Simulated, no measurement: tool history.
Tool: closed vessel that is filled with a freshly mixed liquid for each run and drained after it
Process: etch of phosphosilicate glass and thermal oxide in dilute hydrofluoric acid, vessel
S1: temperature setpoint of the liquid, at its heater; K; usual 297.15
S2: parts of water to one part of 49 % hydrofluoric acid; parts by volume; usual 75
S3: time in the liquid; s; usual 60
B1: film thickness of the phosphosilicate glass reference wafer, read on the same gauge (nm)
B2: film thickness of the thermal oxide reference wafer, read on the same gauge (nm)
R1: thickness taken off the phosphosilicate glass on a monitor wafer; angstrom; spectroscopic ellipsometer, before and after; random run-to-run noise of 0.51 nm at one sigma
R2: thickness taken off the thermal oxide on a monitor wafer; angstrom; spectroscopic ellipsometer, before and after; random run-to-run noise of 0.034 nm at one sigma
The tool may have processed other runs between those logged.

run,hour,S1,S2,S3,B1,B2,R1,R2
1,0.0,297.15,75,60,139.99,120.036,1094.1,33.76
# hour 3.7: hydrofluoric acid flow meter replaced
2,34.3,295.15,55,60,139.98,119.952,1492.7,44.42
3,48.1,297.15,85,60,140.00,119.992,1000.0,30.52
# hour 64.4: gauge calibrated
4,81.7,297.15,85,60,140.00,120.041,1004.5,30.74
5,95.3,297.15,75,60,140.04,119.958,1154.2,34.59
6,116.7,297.15,75,60,140.00,120.004,1150.3,35.44
7,166.0,299.15,100,60,139.99,119.997,895.2,27.24
8,191.5,299.65,60,85,139.94,119.981,2281.8,70.13
9,208.5,297.15,75,60,140.01,119.986,1151.9,35.41
10,239.7,294.65,115,60,140.01,120.025,634.2,19.72
# hour 240.9: thermometer replaced
11,259.5,297.15,75,95,140.05,120.011,1812.4,55.87
12,279.3,292.65,50,40,140.05,119.982,970.2,29.92
13,301.1,292.65,75,40,139.97,120.011,631.4,19.28
14,320.1,297.15,75,40,139.99,119.990,757.0,23.02
15,353.1,297.15,75,60,140.02,120.008,1137.4,34.85
16,387.5,297.15,75,60,140.01,119.994,1138.2,35.49
17,411.2,297.15,75,60,140.00,119.979,1133.9,34.69
18,432.7,294.15,75,60,139.99,120.005,996.2,30.73
19,445.5,298.65,95,45,139.98,119.983,687.6,20.76
20,468.9,298.65,75,75,140.02,119.981,1490.4,46.38
21,504.2,301.15,105,40,139.96,119.989,600.6,18.38
22,519.6,299.65,90,30,140.01,119.998,507.6,15.40
23,554.1,294.65,40,70,140.02,120.014,2333.9,70.01
24,566.8,297.15,75,60,139.99,120.004,1127.6,34.77
25,593.7,300.15,100,60,140.00,119.964,916.8,27.93
26,641.5,302.15,75,35,139.95,120.056,800.7,24.65

Pick out some run-to-run changes in R1. Of each, how much would a tool without hidden state show as well, from the settings, what came in and chance, and how much is left for the hidden state and any gauge scatter not in both results compared?
Hidden state at play: liquid hotter than its thermometer reads (K); hydrofluoric acid flow below the setpoint (%); gauge reads high (%).
Run 1 -> 2: S1 297.15 -> 295.15, S2 75 -> 55, hydrofluoric acid flow meter replaced. R1 +398.6 angstrom: hidden state +55.7, all else +342.9.
Run 7 -> 8: S1 299.15 -> 299.65, S2 100 -> 60, S3 60 -> 85. R1 +1386.6 angstrom: hidden state -22.4, all else +1409.0.
Run 22 -> 23: S1 299.65 -> 294.65, S2 90 -> 40, S3 30 -> 70. R1 +1826.3 angstrom: hidden state -52.0, all else +1878.3.
